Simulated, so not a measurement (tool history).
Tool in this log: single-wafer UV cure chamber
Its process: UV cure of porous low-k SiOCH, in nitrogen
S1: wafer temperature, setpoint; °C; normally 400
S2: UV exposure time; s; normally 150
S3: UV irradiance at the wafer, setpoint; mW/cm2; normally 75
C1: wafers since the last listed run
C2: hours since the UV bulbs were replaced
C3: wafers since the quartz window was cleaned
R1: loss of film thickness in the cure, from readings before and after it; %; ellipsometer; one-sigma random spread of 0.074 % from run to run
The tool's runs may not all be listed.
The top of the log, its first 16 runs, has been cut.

run,hour,S1,S2,S3,C1,C2,C3,R1
17,444.9,413,175,75,112,2268,2393,8.838
18,480.5,400,65,64,294,2303.6,2687,3.979
# hour 553: quartz window cleaned
19,583.2,381,80,75,783,2406.3,249,5.197
20,617,415,150,75,279,2440.1,529,8.283
21,633,406,115,41,132,2456.1,661,4.616
22,659.8,408,115,111,221,2482.9,883,8.695
# hour 693.5: UV bulbs replaced
23,694,385,150,53,216,0.5,1100,7.114
24,710,391,120,45,132,16.5,1232,5.586
25,740.5,405,90,86,252,47,1484,7.217
26,775.9,400,60,75,292,82.4,1777,5.001
27,806.1,413,80,114,249,112.6,2027,7.991
28,836.4,381,80,75,250,142.9,2277,5.686
29,853.8,413,80,114,143,160.3,2421,7.933
30,879.5,400,150,75,212,186,2634,8.692
31,912.4,400,100,75,272,218.9,2906,6.77
32,925.3,400,150,75,106,231.8,3013,8.585

Predict each of these 4 candidate next runs independently; none follows another, all start after run 32:
A,925.8,400,175,75,4,232.3,3017,?
B,925.8,415,115,75,4,232.3,3017,?
C,925.8,415,110,75,4,232.3,3017,?
D,925.8,400,150,95,4,232.3,3017,?

run,R1
A,9.221
B,7.655
C,7.468
D,9.582
With no hidden state in the tool, these same runs would have given:
run,R1
A,9.81
B,8.226
C,8.036
D,10.174
